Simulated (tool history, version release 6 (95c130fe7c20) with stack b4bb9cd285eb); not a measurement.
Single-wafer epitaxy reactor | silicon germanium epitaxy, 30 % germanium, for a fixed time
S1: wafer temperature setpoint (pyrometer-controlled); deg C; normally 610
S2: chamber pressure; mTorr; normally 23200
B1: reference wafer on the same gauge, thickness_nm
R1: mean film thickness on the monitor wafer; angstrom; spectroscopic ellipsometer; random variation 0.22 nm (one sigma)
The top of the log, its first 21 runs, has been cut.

run   hour   S1     S2      B1       R1
 22  598.5  610  23200  61.358   762.27
 23  610.9  610  18400  61.344   679.11
 24  637.6  610  19400  61.325   696.71
 25  663.1  610  23200  61.279   756.94
 26  698.3  620  27200  61.327   994.96
 27  729.6  616  28500  61.322   939.86
 28  765.3  596  21300  61.323   543.58
 29  786.4  604  26800  61.301   717.76
 30  815.2  610  23200  61.297   758.16
 31  846.3  610  27300  61.246   815.48
 32  875.5  623  28300  61.297  1076.22
 33  906.4  615  27200  61.293   900.74
 34  930.4  616  27100  61.306   915.62
 35  954.7  610  23200  61.316   755.31

What if the next run were any one of these 4? Each begins from the tool's condition after run 35:
  A  955.1  610  23200   ?   ?
  B  955.1  605  23200   ?   ?
  C  955.1  602  21600   ?   ?
  D  955.1  620  23200   ?   ?

run      B1      R1
  A  61.293  755.43
  B  61.293  681.88
  C  61.293  619.42
  D  61.293  923.57
What these runs would have given with no unlogged condition in the tool:
run      R1
  A  755.43
  B  681.88
  C  619.42
  D  923.57
